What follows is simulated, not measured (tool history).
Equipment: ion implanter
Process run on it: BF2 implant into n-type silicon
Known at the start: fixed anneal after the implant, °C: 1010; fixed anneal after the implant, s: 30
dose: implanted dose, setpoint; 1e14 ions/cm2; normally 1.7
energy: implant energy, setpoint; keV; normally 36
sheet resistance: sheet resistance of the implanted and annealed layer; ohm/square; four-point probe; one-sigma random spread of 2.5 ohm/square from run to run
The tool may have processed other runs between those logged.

run,hour,dose,energy,wafers since the last listed run,hours since the last dose calibration,hours since the extraction supply was calibrated,hours since the gauge calibration,"read-back reference wafer on the same gauge, sheet resistance",sheet resistance
1,0,1.7,36,0,461.3,2065.6,1357.1,532.3,565.03
2,42.1,1.7,36,814,503.4,2107.7,1399.2,531.54,561.92
# hour 85.7: Faraday cup replaced and dose calibrated
3,126.7,1.7,36,1482,41,2192.3,1483.8,531.83,549.5
4,231.9,1.7,36,2036,146.2,2297.5,1589,531.89,562.23
5,318.9,1.7,36,1684,233.2,2384.5,1676,531.78,562.78
6,394.7,1.7,36,1467,309,2460.3,1751.8,532.56,565.92
7,462.4,1.7,36,1310,376.7,2528,1819.5,531.39,565.25
8,533.6,1.7,36,1378,447.9,2599.2,1890.7,531.66,563.14
9,588.5,1.7,36,1062,502.8,2654.1,1945.6,532.06,568.48
# hour 625.8: Faraday cup replaced and dose calibrated
10,673.3,1.7,36,1486,47.5,2738.9,2030.4,532.64,557.22
11,771.8,1.7,36,1906,146,2837.4,2128.9,532.14,562.29
12,823.5,1.7,36,1000,197.7,2889.1,2180.6,531.79,563.17
13,864.7,1.7,36,797,238.9,2930.3,2221.8,532.11,565.66
# hour 1005.8: gauge calibrated
14,1073.5,1.7,36,4041,447.7,3139.1,67.7,531.94,571.25
15,1163.6,1.28,40.5,1744,537.8,3229.2,157.8,531.86,709.27
# hour 1178.8: Faraday cup replaced and dose calibrated
# hour 1222.7: extraction supply calibrated
16,1246.7,1.7,36,1298,67.9,24,240.9,532.1,548.19
17,1292.2,1.91,44,880,113.4,69.5,286.4,531.39,495.77
18,1359.7,1.7,36,1306,180.9,137,353.9,531.47,558.02
19,1403.1,1.7,45,840,224.3,180.4,397.3,532.35,546.5
20,1491.7,2.04,36,1715,312.9,269,485.9,531.68,487.38
21,1586.8,1.56,43,1840,408,364.1,581,531.94,593.7
22,1639.7,1.38,23.5,1024,460.9,417,633.9,531.76,711.1
23,1705.1,1.32,36,1265,526.3,482.4,699.3,532.49,699.61
24,1793.5,2.05,40,1711,614.7,570.8,787.7,532.47,481.17
# hour 1868.8: Faraday cup replaced and dose calibrated
25,2098.9,1.7,36,5756,230.1,876.2,1093.1,531.88,550.69
26,2163.9,1.54,36,1258,295.1,941.2,1158.1,531.95,610.52
27,2236.7,1.36,42.5,1409,367.9,1014,1230.9,531.98,659.36
28,2314.8,1.7,36,1511,446,1092.1,1309,531.8,561.37
29,2414.1,1.87,44,1922,545.3,1191.4,1408.3,531.89,509.32

What if the next run were any one of these 5? Each begins from the tool's condition after run 29:
A,2414.5,1.7,40,7,545.7,1191.8,1408.7,?,?
B,2414.5,2.19,26.5,7,545.7,1191.8,1408.7,?,?
C,2414.5,2.18,46.5,7,545.7,1191.8,1408.7,?,?
D,2414.5,1.7,24,7,545.7,1191.8,1408.7,?,?
E,2414.5,1.97,31,7,545.7,1191.8,1408.7,?,?

run,"read-back reference wafer on the same gauge, sheet resistance",sheet resistance
A,531.99,556.43
B,531.99,472.07
C,531.99,447.4
D,531.99,590.23
E,531.99,507.86
The same runs, with their run-to-run variation unchanged, on a tool lacking any hidden condition would have given:
run,sheet resistance
A,537.9
B,455.59
C,432.3
D,569.55
E,490.46
